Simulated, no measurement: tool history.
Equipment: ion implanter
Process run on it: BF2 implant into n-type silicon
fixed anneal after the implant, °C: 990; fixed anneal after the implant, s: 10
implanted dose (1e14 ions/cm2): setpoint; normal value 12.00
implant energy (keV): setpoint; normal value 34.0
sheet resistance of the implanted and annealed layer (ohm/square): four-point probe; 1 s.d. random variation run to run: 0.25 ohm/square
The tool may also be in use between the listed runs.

run,day,implanted dose (1e14 ions/cm2),implant energy (keV),wafers since the last listed run,hours since the last dose calibration,hours since the extraction supply was calibrated,hours since the gauge calibration,"read-back reference wafer on the same gauge, sheet resistance",sheet resistance of the implanted and annealed layer (ohm/square)
1,0.000,12.00,34.0,0,2090.6,3785.0,345.3,153.29,168.03
2,1.467,12.00,31.5,700,2125.8,3820.2,380.5,153.32,174.77
3,2.838,12.00,31.5,654,2158.7,3853.1,413.4,153.40,174.43
4,3.971,12.00,34.0,541,2185.9,3880.3,440.6,153.41,167.97
5,5.175,12.00,26.0,574,2214.8,3909.2,469.5,153.46,194.17
# day 6.888: extraction supply calibrated
6,6.908,9.67,34.0,668,2256.4,0.5,511.1,153.52,177.28
7,7.229,9.67,34.0,153,2264.1,8.2,518.8,153.57,177.74
# day 7.696: gauge calibrated
8,8.321,9.67,34.0,521,2290.3,34.4,15.0,151.30,175.06
# day 8.983: Faraday cup replaced and dose calibrated
9,9.067,12.00,34.0,196,2.0,52.3,32.9,151.53,165.23
10,9.658,14.29,34.0,282,16.2,66.5,47.1,151.72,160.25
11,10.204,10.28,22.5,260,29.3,79.6,60.2,151.85,214.06
12,11.029,14.57,34.0,393,49.1,99.4,80.0,152.11,159.85
13,12.292,10.83,45.0,602,79.4,129.7,110.3,152.25,149.44
14,13.421,8.41,34.0,539,106.5,156.8,137.4,152.45,185.15
15,14.542,12.00,34.0,535,133.4,183.7,164.3,152.63,167.42
16,15.758,10.66,27.5,580,162.6,212.9,193.5,152.78,192.49
17,16.300,12.00,34.0,258,175.6,225.9,206.5,152.75,167.82
18,16.929,15.09,29.0,300,190.7,241.0,221.6,152.94,176.33
19,17.583,15.43,34.0,312,206.4,256.7,237.3,153.07,159.96

Selected run-to-run steps in sheet resistance of the implanted and annealed layer (ohm/square), each split into two signed amounts: the part the tool would show with no hidden state at all (from settings, incoming material and random variation), and the remainder, which goes to the hidden state together with any gauge scatter not common to the measured and the hidden-state-free results:
Hidden conditions of the tool in this case: deviation of the true dose from the Faraday cup's reading, %; deviation of the true energy from its setpoint, %; gauge reads high (%).
Run 7 -> 8: gauge calibrated. sheet resistance of the implanted and annealed layer (ohm/square) -2.68: hidden state -2.55, all else -0.13.
Run 11 -> 12: implanted dose (1e14 ions/cm2) 10.28 -> 14.57, implant energy (keV) 22.5 -> 34.0. sheet resistance of the implanted and annealed layer (ohm/square) -54.21: hidden state -0.10, all else -54.11.
